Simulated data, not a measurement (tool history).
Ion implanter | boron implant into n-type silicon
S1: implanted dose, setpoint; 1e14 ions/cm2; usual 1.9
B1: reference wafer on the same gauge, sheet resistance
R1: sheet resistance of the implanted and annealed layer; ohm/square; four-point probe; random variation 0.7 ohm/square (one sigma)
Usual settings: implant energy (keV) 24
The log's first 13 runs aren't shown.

run 14 hour=276.6 | S1=1.9 implant_energy_(keV)=24 | B1=386.15 | R1=459.16
-- hour=291.4 extraction supply calibrated
run 15 hour=291.8 | S1=1.9 implant_energy_(keV)=24 | B1=385.74 | R1=459.61
run 16 hour=321.1 | S1=2.11 implant_energy_(keV)=24 | B1=385.89 | R1=422.64
run 17 hour=354.8 | S1=1.69 implant_energy_(keV)=16.5 | B1=386.07 | R1=531.59
-- hour=379 gauge calibrated
run 18 hour=379.7 | S1=1.44 implant_energy_(keV)=24 | B1=386.1 | R1=572.61
run 19 hour=433.3 | S1=1.64 implant_energy_(keV)=27.5 | B1=386.02 | R1=505.67
run 20 hour=454 | S1=1.52 implant_energy_(keV)=32 | B1=386.05 | R1=524.69
-- hour=471.2 Faraday cup replaced and dose calibrated
run 21 hour=485.7 | S1=2.07 implant_energy_(keV)=26.5 | B1=385.89 | R1=430.53
run 22 hour=500.2 | S1=2.23 implant_energy_(keV)=24 | B1=386.2 | R1=411.2
run 23 hour=518.1 | S1=2.32 implant_energy_(keV)=24 | B1=386.08 | R1=396.58
run 24 hour=531 | S1=1.41 implant_energy_(keV)=16 | B1=385.88 | R1=627.05
run 25 hour=589.4 | S1=1.47 implant_energy_(keV)=21 | B1=386.11 | R1=586.33
run 26 hour=689.3 | S1=1.61 implant_energy_(keV)=29 | B1=386.24 | R1=519.93
run 27 hour=709.9 | S1=2.35 implant_energy_(keV)=24 | B1=385.8 | R1=393.32
run 28 hour=741.6 | S1=1.47 implant_energy_(keV)=21 | B1=386.21 | R1=583.94
run 29 hour=760.8 | S1=1.9 implant_energy_(keV)=24 | B1=385.6 | R1=466.63
run 30 hour=775.8 | S1=2.2 implant_energy_(keV)=29.5 | B1=385.95 | R1=405.54
-- hour=780.1 gauge calibrated
run 31 hour=800.5 | S1=1.66 implant_energy_(keV)=30 | B1=386.06 | R1=504.42

Forecast each of these 3 alternatives for the next run:
run A hour=800.9 | S1=1.9 implant_energy_(keV)=24 | B1=? | R1=?
run B hour=800.9 | S1=2.34 implant_energy_(keV)=21 | B1=? | R1=?
run C hour=800.9 | S1=1.54 implant_energy_(keV)=17.5 | B1=? | R1=?

run=A B1=385.85 R1=467.05
run=B B1=385.85 R1=400.94
run=C B1=385.85 R1=577.35
Without the tool's hidden state the same runs would have given:
run=A R1=467.95
run=B R1=401.72
run=C R1=578.46
